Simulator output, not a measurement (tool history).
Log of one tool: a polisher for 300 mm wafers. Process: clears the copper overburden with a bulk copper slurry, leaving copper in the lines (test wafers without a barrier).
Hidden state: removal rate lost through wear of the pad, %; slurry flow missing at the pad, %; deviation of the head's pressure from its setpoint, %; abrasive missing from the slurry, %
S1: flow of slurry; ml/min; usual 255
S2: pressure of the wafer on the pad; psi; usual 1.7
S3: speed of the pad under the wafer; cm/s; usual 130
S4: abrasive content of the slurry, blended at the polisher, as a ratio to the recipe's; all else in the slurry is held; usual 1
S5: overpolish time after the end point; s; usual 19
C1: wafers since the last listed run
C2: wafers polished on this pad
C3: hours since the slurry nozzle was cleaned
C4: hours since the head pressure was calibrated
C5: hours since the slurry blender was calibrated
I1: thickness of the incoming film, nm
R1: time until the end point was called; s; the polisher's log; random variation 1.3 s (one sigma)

run	day	S1	S2	S3	S4	S5	C1	C2	C3	C4	C5	I1	R1
1	0	325	1.7	130	1	19	0	0	344.1	397.4	276	916.1	158.5
2	0.671	255	1.7	130	0.85	19	146	147	360.2	413.5	292.1	903.9	167.8
3	1.058	255	1.7	104	1	19	84	232	369.5	422.8	301.4	913.4	206.9
4	1.367	255	1.7	104	1	19	67	299	376.9	430.2	308.8	912.1	203.5
5	1.683	255	1.7	104	1	19	69	368	384.5	437.8	316.4	904	201.4
6	2.2	255	1.7	130	1	19	112	481	396.9	450.2	328.8	912.7	164.3
7	2.779	255	1.7	130	1	19	126	608	410.8	464.1	342.7	921.4	170.4
# day 4.442: worn pad replaced by a new one
8	4.462	255	1.7	154	0.95	19	331	4	451.2	504.5	383.1	910.1	144.8
9	4.671	255	1.7	154	0.95	19	45	50	456.2	509.5	388.1	915.3	144.5
10	4.933	255	1.7	130	1	19	57	107	462.5	515.8	394.4	913.5	169.1
11	5.604	230	2.3	130	1	19	146	254	478.6	531.9	410.5	924.1	137
# day 6.158: slurry blender recalibrated
12	6.221	255	1.7	130	1	19	116	371	493.4	546.7	1.5	904.8	149.5
# day 6.496: slurry nozzle cleaned
13	6.717	325	1.5	130	1	27	99	470	5.3	558.6	13.4	920.7	166
# day 7.192: head pressure recalibrated
14	7.246	255	1.9	130	1	19	97	567	18	1.3	26.1	934.8	143.9
15	7.517	255	1.5	130	1.25	24	59	627	24.5	7.8	32.6	911.8	160.4
16	8.012	255	2	130	1	19	108	735	36.4	19.7	44.5	932	137.6
17	8.371	255	1.5	130	1.25	24	78	813	45	28.3	53.1	926	163.6
# day 9.029: worn pad replaced by a new one
18	9.05	255	1.7	130	1	19	112	4	61.3	44.6	69.4	919.3	155.5
19	9.554	255	1.7	130	1.3	29	110	114	73.4	56.7	81.5	928.5	145.4

Run 20 comes next. What will it give?
20	10.217	255	1.1	146	0.8	9	144	259	89.3	72.6	97.4	925.8	?

{"run 20": {"R1": 211.1}}
Without the tool's hidden state the same run would have given R1 204 s.
